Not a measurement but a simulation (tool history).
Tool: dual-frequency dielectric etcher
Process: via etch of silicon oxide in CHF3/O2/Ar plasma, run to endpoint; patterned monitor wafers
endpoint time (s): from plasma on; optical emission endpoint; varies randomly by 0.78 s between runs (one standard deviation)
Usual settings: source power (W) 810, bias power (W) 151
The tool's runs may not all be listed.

run    hour  source power (W)  bias power (W)  wafers since the last listed run  hours since the last wet clean  hours since the last source power generator calibration  hours since the last bias power generator calibration  hours since the last upper electrode change  incoming incoming film thickness, nm  endpoint time (s)
  1     0.0               810             124                                 0                           422.6                                                   2040.9                                                 1440.2                                       1132.1                                 449.1              225.4
  2    26.9               810             151                               164                           449.5                                                   2067.8                                                 1467.1                                       1159.0                                 445.6              203.5
       85.0  -- wet clean of the chamber
  3    95.1               810             151                               270                            10.1                                                   2136.0                                                 1535.3                                       1227.2                                 443.6              202.7
  4   147.3               740             129                               319                            62.3                                                   2188.2                                                 1587.5                                       1279.4                                 450.9              228.3
  5   186.6               740             129                               240                           101.6                                                   2227.5                                                 1626.8                                       1318.7                                 449.4              229.3
  6   223.1               740             129                               223                           138.1                                                   2264.0                                                 1663.3                                       1355.2                                 449.0              225.9
  7   264.1               810             176                               251                           179.1                                                   2305.0                                                 1704.3                                       1396.2                                 451.6              192.6
  8   353.6               860             151                               548                           268.6                                                   2394.5                                                 1793.8                                       1485.7                                 450.4              201.2
      514.8  -- wet clean of the chamber
  9   515.3               670             172                               843                             0.5                                                   2556.2                                                 1955.5                                       1647.4                                 447.4              204.8
 10   553.9               670             172                               236                            39.1                                                   2594.8                                                 1994.1                                       1686.0                                 450.0              205.3
 11   607.6               810             126                               329                            92.8                                                   2648.5                                                 2047.8                                       1739.7                                 450.7              223.8
 12   635.8               720             180                               172                           121.0                                                   2676.7                                                 2076.0                                       1767.9                                 450.8              197.2
 13   675.6               930             185                               243                           160.8                                                   2716.5                                                 2115.8                                       1807.7                                 453.2              181.3
      724.7  -- source power generator calibrated
 14   741.1               810             151                               376                           226.3                                                     16.4                                                 2181.3                                       1873.2                                 446.1              206.3
      797.7  -- upper electrode replaced, of another model than before
 15   798.2               890             151                               202                           283.4                                                     73.5                                                 2238.4                                          0.5                                 452.2              197.9
 16   810.2               860             151                                73                           295.4                                                     85.5                                                 2250.4                                         12.5                                 450.5              202.1
 17   838.3              1010             127                               172                           323.5                                                    113.6                                                 2278.5                                         40.6                                 451.9              196.5
 18   898.4               740             165                               368                           383.6                                                    173.7                                                 2338.6                                        100.7                                 447.0              208.7
      959.5  -- wet clean of the chamber
 19   960.1               860             138                               230                             0.6                                                    235.4                                                 2400.3                                        162.4                                 450.3              206.4
 20   991.0               930             118                               189                            31.5                                                    266.3                                                 2431.2                                        193.3                                 447.7              207.9
 21  1018.8               990             151                               170                            59.3                                                    294.1                                                 2459.0                                        221.1                                 449.8              185.3
 22  1084.0               810             151                               399                           124.5                                                    359.3                                                 2524.2                                        286.3                                 445.7              203.9
     1154.6  -- bias power generator calibrated
 23  1155.1               610             179                               411                           195.6                                                    430.4                                                    0.5                                        357.4                                 451.4              224.7
 24  1225.3               750             151                               430                           265.8                                                    500.6                                                   70.7                                        427.6                                 451.0              214.3
 25  1254.8               730             185                               180                           295.3                                                    530.1                                                  100.2                                        457.1                                 443.5              198.3
 26  1326.7               660             134                               440                           367.2                                                    602.0                                                  172.1                                        529.0                                 446.6              237.7
 27  1389.4               940             129                               384                           429.9                                                    664.7                                                  234.8                                        591.7                                 450.6              200.0
     1427.0  -- wet clean of the chamber
 28  1431.3               700             124                               109                             4.3                                                    706.6                                                  276.7                                        633.6                                 449.5              237.2
 29  1489.1               980             151                               354                            62.1                                                    764.4                                                  334.5                                        691.4                                 449.2              185.8
 30  1543.4               690             124                               332                           116.4                                                    818.7                                                  388.8                                        745.7                                 443.3              235.5
 31  1587.9               650             139                               272                           160.9                                                    863.2                                                  433.3                                        790.2                                 444.3              233.2
 32  1720.9               750             176                               814                           293.9                                                    996.2                                                  566.3                                        923.2                                 448.3              199.6
 33  1760.3               810             151                               241                           333.3                                                   1035.6                                                  605.7                                        962.6                                 443.3              200.8
 34  1802.0               810             131                               255                           375.0                                                   1077.3                                                  647.4                                       1004.3                                 447.6              212.6

Measured minus without-hidden-state, run by run (identical run-to-run variation in each term; gauge scatter may differ):
What the log doesn't record here: etch rate over this chamber's usual, %; source power that arrives over what is set, %; bias power that arrives over what is set, %.
run  endpoint time (s)
  1               -3.4
  2               -3.0
  3               -3.0
  4               -3.4
  5               -3.4
  6               -3.3
  7               -2.9
  8               -3.0
  9               -3.1
 10               -3.1
 11               -3.5
 12               -3.0
 13               -2.7
 14               -0.9
 15               -1.7
 16               -1.9
 17               -2.0
 18               -2.4
 19               -2.6
 20               -2.9
 21               -2.7
 22               -3.1
 23               -3.7
 24               -3.8
 25               -3.7
 26               -4.7
 27               -4.2
 28               -5.1
 29               -4.1
 30               -5.4
 31               -5.4
 32               -4.9
 33               -5.0
 34               -5.4
